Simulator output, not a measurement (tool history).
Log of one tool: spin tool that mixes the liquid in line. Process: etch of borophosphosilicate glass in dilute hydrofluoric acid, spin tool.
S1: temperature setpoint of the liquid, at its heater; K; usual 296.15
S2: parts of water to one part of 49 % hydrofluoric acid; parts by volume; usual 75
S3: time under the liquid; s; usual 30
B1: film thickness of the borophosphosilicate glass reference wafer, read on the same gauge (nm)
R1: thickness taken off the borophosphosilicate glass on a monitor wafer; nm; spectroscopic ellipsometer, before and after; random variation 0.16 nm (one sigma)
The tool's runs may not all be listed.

run 1 day=0 | S1=296.15 S2=75 S3=30 | B1=50 | R1=17.93
run 2 day=1.692 | S1=296.15 S2=75 S3=30 | B1=49.99 | R1=17.64
run 3 day=10.5 | S1=296.15 S2=75 S3=30 | B1=50 | R1=17.98
run 4 day=12.229 | S1=295.15 S2=75 S3=45 | B1=50.01 | R1=26.05
run 5 day=14.429 | S1=295.15 S2=75 S3=45 | B1=50.01 | R1=26.22
-- day=15.212 thermometer replaced
run 6 day=16.021 | S1=295.15 S2=75 S3=45 | B1=50 | R1=26.1
run 7 day=18.012 | S1=296.15 S2=45 S3=30 | B1=49.99 | R1=32.18
-- day=19.225 hydrofluoric acid flow meter replaced
run 8 day=20.704 | S1=292.15 S2=75 S3=30 | B1=50 | R1=14.31
run 9 day=22.646 | S1=298.15 S2=75 S3=45 | B1=50.01 | R1=27.68
-- day=22.996 gauge calibrated
run 10 day=24.292 | S1=292.65 S2=45 S3=35 | B1=50 | R1=29.33
run 11 day=26.033 | S1=297.65 S2=90 S3=45 | B1=49.98 | R1=22.18
run 12 day=27.288 | S1=295.15 S2=75 S3=45 | B1=50 | R1=25.14
run 13 day=29.267 | S1=296.15 S2=75 S3=30 | B1=50.01 | R1=17.39
run 14 day=31.571 | S1=296.15 S2=75 S3=45 | B1=50.02 | R1=25.89

Forecast each of these 5 alternatives for the next run:
run A day=31.588 | S1=296.15 S2=55 S3=30 | B1=? | R1=?
run B day=31.588 | S1=298.15 S2=95 S3=30 | B1=? | R1=?
run C day=31.588 | S1=301.15 S2=75 S3=30 | B1=? | R1=?
run D day=31.588 | S1=299.65 S2=40 S3=15 | B1=? | R1=?
run E day=31.588 | S1=298.65 S2=115 S3=30 | B1=? | R1=?

run=A B1=50.01 R1=24.32
run=B B1=50.01 R1=14.52
run=C B1=50.01 R1=21.24
run=D B1=50.01 R1=19.69
run=E B1=50.01 R1=11.94
Without the tool's hidden state the same runs would have given:
run=A R1=23.62
run=B R1=14.09
run=C R1=20.61
run=D R1=19.13
run=E R1=11.57
